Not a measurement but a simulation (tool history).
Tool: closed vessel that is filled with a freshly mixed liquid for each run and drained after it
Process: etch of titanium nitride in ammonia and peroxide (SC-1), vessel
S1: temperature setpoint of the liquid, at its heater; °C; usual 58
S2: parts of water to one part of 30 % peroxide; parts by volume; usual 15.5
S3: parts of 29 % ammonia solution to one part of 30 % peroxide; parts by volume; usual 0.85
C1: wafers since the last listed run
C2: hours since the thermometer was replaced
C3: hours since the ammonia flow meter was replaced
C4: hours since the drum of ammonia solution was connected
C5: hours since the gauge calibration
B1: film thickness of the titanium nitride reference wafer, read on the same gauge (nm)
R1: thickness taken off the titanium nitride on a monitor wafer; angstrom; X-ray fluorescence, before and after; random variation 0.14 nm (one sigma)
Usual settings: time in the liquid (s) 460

Run 1, hour 0: usual settings but S2 18 parts by volume, time in the liquid (s) 290; C1 0; C2 959.5; C3 1025.8; C4 385.9; C5 376.7; B1 39.99. Result: R1 172.1 angstrom.
Run 2, hour 17.1: usual settings but S2 18 parts by volume, time in the liquid (s) 290; C1 935; C2 976.6; C3 1042.9; C4 403; C5 393.8; B1 40.01. Result: R1 171 angstrom.
Run 3, hour 31.3: usual settings but S2 18 parts by volume, time in the liquid (s) 290; C1 776; C2 990.8; C3 1057.1; C4 417.2; C5 408; B1 40. Result: R1 172.7 angstrom.
Run 4, hour 43: usual settings; C1 639; C2 1002.5; C3 1068.8; C4 428.9; C5 419.7; B1 39.99. Result: R1 292.9 angstrom.
Run 5, hour 54.1: usual settings; C1 607; C2 1013.6; C3 1079.9; C4 440; C5 430.8; B1 40. Result: R1 296.7 angstrom.
Run 6, hour 100.8: usual settings; C1 2554; C2 1060.3; C3 1126.6; C4 486.7; C5 477.5; B1 40. Result: R1 292.5 angstrom.
Run 7, hour 114: usual settings but S1 55 °C, S2 9.5 parts by volume; C1 721; C2 1073.5; C3 1139.8; C4 499.9; C5 490.7; B1 39.99. Result: R1 309.6 angstrom.
Run 8, hour 129.9: usual settings but S2 12 parts by volume, time in the liquid (s) 270; C1 869; C2 1089.4; C3 1155.7; C4 515.8; C5 506.6; B1 40. Result: R1 198.2 angstrom.
At hour 148.8: thermometer replaced.
Run 9, hour 171.8: usual settings but S1 66.5 °C, time in the liquid (s) 675; C1 2236; C2 23; C3 1197.6; C4 557.7; C5 548.5; B1 40. Result: R1 748 angstrom.
At hour 179.6: gauge calibrated.
Run 10, hour 186.7: usual settings; C1 814; C2 37.9; C3 1212.5; C4 572.6; C5 7.1; B1 40. Result: R1 292.5 angstrom.
Run 11, hour 194: usual settings but S1 67 °C, S2 10.5 parts by volume, S3 0.55 parts by volume, time in the liquid (s) 570; C1 399; C2 45.2; C3 1219.8; C4 579.9; C5 14.4; B1 40. Result: R1 741.2 angstrom.
At hour 199.4: ammonia flow meter replaced.
Run 12, hour 210.1: usual settings but time in the liquid (s) 680; C1 825; C2 61.3; C3 10.7; C4 596; C5 30.5; B1 40.01. Result: R1 432.6 angstrom.
Run 13, hour 219: usual settings but S1 62.5 °C, S2 10.5 parts by volume, S3 1.2 parts by volume; C1 486; C2 70.2; C3 19.6; C4 604.9; C5 39.4; B1 40. Result: R1 508.3 angstrom.
Run 14, hour 230.9: usual settings but S3 1.05 parts by volume, time in the liquid (s) 620; C1 650; C2 82.1; C3 31.5; C4 616.8; C5 51.3; B1 40. Result: R1 409 angstrom.
At hour 232.5: new drum of ammonia solution connected.
Run 15, hour 246.7: usual settings but S1 54 °C; C1 809; C2 97.9; C3 47.3; C4 14.2; C5 67.1; B1 40. Result: R1 231.5 angstrom.
Run 16, hour 279.9: usual settings; C1 1815; C2 131.1; C3 80.5; C4 47.4; C5 100.3; B1 40.02. Result: R1 296.9 angstrom.
Run 17, hour 290.8: usual settings but S2 22.5 parts by volume, S3 0.45 parts by volume, time in the liquid (s) 655; C1 596; C2 142; C3 91.4; C4 58.3; C5 111.2; B1 40.02. Result: R1 309.8 angstrom.
Run 18, hour 305.9: usual settings; C1 825; C2 157.1; C3 106.5; C4 73.4; C5 126.3; B1 39.99. Result: R1 299.1 angstrom.
Run 19, hour 315.8: usual settings but S1 50 °C, S3 0.6 parts by volume; C1 541; C2 167; C3 116.4; C4 83.3; C5 136.2; B1 40. Result: R1 163.2 angstrom.
Run 20, hour 331.8: usual settings but S1 63 °C, S2 20 parts by volume; C1 875; C2 183; C3 132.4; C4 99.3; C5 152.2; B1 40.01. Result: R1 361.9 angstrom.
Run 21, hour 345.7: usual settings; C1 760; C2 196.9; C3 146.3; C4 113.2; C5 166.1; B1 40. Result: R1 299.6 angstrom.
Run 22, hour 356.2: usual settings but time in the liquid (s) 355; C1 574; C2 207.4; C3 156.8; C4 123.7; C5 176.6; B1 40.01. Result: R1 231.6 angstrom.
Run 23, hour 363.2: usual settings; C1 382; C2 214.4; C3 163.8; C4 130.7; C5 183.6; B1 39.99. Result: R1 301 angstrom.
Run 24, hour 369.8: usual settings but S2 8 parts by volume, time in the liquid (s) 655; C1 360; C2 221; C3 170.4; C4 137.3; C5 190.2; B1 40. Result: R1 594.8 angstrom.
Run 25, hour 378.3: usual settings; C1 464; C2 229.5; C3 178.9; C4 145.8; C5 198.7; B1 40. Result: R1 298.9 angstrom.
Run 26, hour 393.8: usual settings; C1 847; C2 245; C3 194.4; C4 161.3; C5 214.2; B1 40.02. Result: R1 299.1 angstrom.
Run 27, hour 402.3: usual settings but time in the liquid (s) 580; C1 464; C2 253.5; C3 202.9; C4 169.8; C5 222.7; B1 40. Result: R1 376.8 angstrom.
Run 28, hour 409.7: usual settings but S1 66.5 °C, S2 18.5 parts by volume, S3 1.05 parts by volume, time in the liquid (s) 305; C1 404; C2 260.9; C3 210.3; C4 177.2; C5 230.1; B1 40.01. Result: R1 324.2 angstrom.

Measured less the same run without the tool's hidden state. The same run-to-run variation is in both; the gauge's scatter may not be:
The hidden state here: liquid colder than its thermometer reads (K); ammonia flow above the setpoint (%); ammonia solution weaker than its label (%); gauge reads high (%).
run     R1
  1   -2.9
  2     -3
  3   -3.1
  4   -5.4
  5   -5.5
  6   -5.9
  7   -5.9
  8     -4
  9  -17.2
 10   -6.8
 11  -17.8
 12  -10.5
 13  -10.7
 14   -9.9
 15   -0.1
 16   -0.4
 17   -0.7
 18   -0.7
 19   -0.5
 20   -1.2
 21   -1.1
 22     -1
 23   -1.3
 24   -2.3
 25   -1.4
 26   -1.6
 27   -2.1
 28   -1.9
